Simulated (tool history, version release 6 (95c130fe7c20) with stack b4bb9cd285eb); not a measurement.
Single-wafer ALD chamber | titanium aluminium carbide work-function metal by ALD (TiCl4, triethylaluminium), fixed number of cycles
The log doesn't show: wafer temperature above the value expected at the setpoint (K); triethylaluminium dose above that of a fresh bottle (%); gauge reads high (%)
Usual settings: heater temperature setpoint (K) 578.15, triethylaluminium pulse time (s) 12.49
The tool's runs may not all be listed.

run	hour	heater temperature setpoint (K)	triethylaluminium pulse time (s)	wafers since the last listed run	hours since the last thermocouple change	hours since the last triethylaluminium bottle change	hours since the showerhead was replaced	hours since the gauge calibration	read-back reference wafer on the same gauge, thickness_nm	mean film thickness on the monitor wafer (nm)
1	0.0	578.15	12.49	0	2181.8	1656.1	2632.0	164.3	1.781	1.985
2	10.5	578.15	12.49	121	2192.3	1666.6	2642.5	174.8	1.781	1.988
3	27.8	583.15	10.37	200	2209.6	1683.9	2659.8	192.1	1.781	1.983
4	34.3	583.15	10.37	75	2216.1	1690.4	2666.3	198.6	1.778	1.981
5	45.2	583.15	10.37	126	2227.0	1701.3	2677.2	209.5	1.779	1.985
6	56.9	588.15	12.49	135	2238.7	1713.0	2688.9	221.2	1.782	2.070
# hour 69.6: triethylaluminium bottle replaced
7	70.1	588.15	12.49	60	2251.9	0.5	2702.1	234.4	1.779	2.121
8	77.7	588.15	12.49	88	2259.5	8.1	2709.7	242.0	1.781	2.123
9	88.9	582.15	12.49	130	2270.7	19.3	2720.9	253.2	1.780	2.075
# hour 103.9: thermocouple changed; heater temperature recalibrated
10	104.4	578.15	12.49	87	0.5	34.8	2736.4	268.7	1.777	2.037
11	113.5	578.15	12.49	105	9.6	43.9	2745.5	277.8	1.780	2.039
12	123.5	578.15	12.49	116	19.6	53.9	2755.5	287.8	1.781	2.038
13	129.8	578.15	12.49	73	25.9	60.2	2761.8	294.1	1.781	2.042
14	144.4	568.15	15.43	169	40.5	74.8	2776.4	308.7	1.781	1.963
15	154.1	590.15	10.08	112	50.2	84.5	2786.1	318.4	1.780	2.117
# hour 155.8: gauge calibrated
16	163.9	584.15	15.18	113	60.0	94.3	2795.9	8.1	1.781	2.097
17	176.6	571.15	15.22	147	72.7	107.0	2808.6	20.8	1.779	2.001
18	193.4	593.15	15.35	195	89.5	123.8	2825.4	37.6	1.779	2.175
19	206.8	567.15	16.61	155	102.9	137.2	2838.8	51.0	1.778	1.964
20	213.1	571.15	8.12	73	109.2	143.5	2845.1	57.3	1.780	1.925
21	226.2	578.15	12.49	152	122.3	156.6	2858.2	70.4	1.778	2.044
22	243.0	588.15	11.05	195	139.1	173.4	2875.0	87.2	1.781	2.104
# hour 255.9: showerhead replaced
23	256.4	566.15	9.78	62	152.5	186.8	0.5	100.6	1.780	1.902
24	262.5	574.15	16.50	70	158.6	192.9	6.6	106.7	1.782	2.026
25	275.6	566.15	8.59	152	171.7	206.0	19.7	119.8	1.781	1.885
26	288.6	571.15	8.91	150	184.7	219.0	32.7	132.8	1.780	1.927
27	295.3	578.15	12.49	77	191.4	225.7	39.4	139.5	1.781	2.031
28	305.9	587.15	15.68	123	202.0	236.3	50.0	150.1	1.779	2.126
29	320.3	578.15	12.49	167	216.4	250.7	64.4	164.5	1.780	2.036
30	332.1	589.15	12.49	137	228.2	262.5	76.2	176.3	1.781	2.125
31	345.9	568.15	16.62	160	242.0	276.3	90.0	190.1	1.779	1.979
32	356.5	586.15	11.14	123	252.6	286.9	100.6	200.7	1.779	2.089
33	367.8	578.15	14.60	131	263.9	298.2	111.9	212.0	1.780	2.045
34	378.4	578.15	12.49	123	274.5	308.8	122.5	222.6	1.782	2.033

Branching from run 34: 3 alternative next runs. What would each branch give?
A	378.8	578.15	8.87	4	274.9	309.2	122.9	223.0	?	?
B	378.8	571.15	8.60	4	274.9	309.2	122.9	223.0	?	?
C	378.8	578.15	15.72	4	274.9	309.2	122.9	223.0	?	?

run	read-back reference wafer on the same gauge, thickness_nm	mean film thickness on the monitor wafer (nm)
A	1.779	1.994
B	1.779	1.932
C	1.779	2.060
Had the tool no hidden state, the same runs would have come out as:
run	mean film thickness on the monitor wafer (nm)
A	2.008
B	1.947
C	2.064
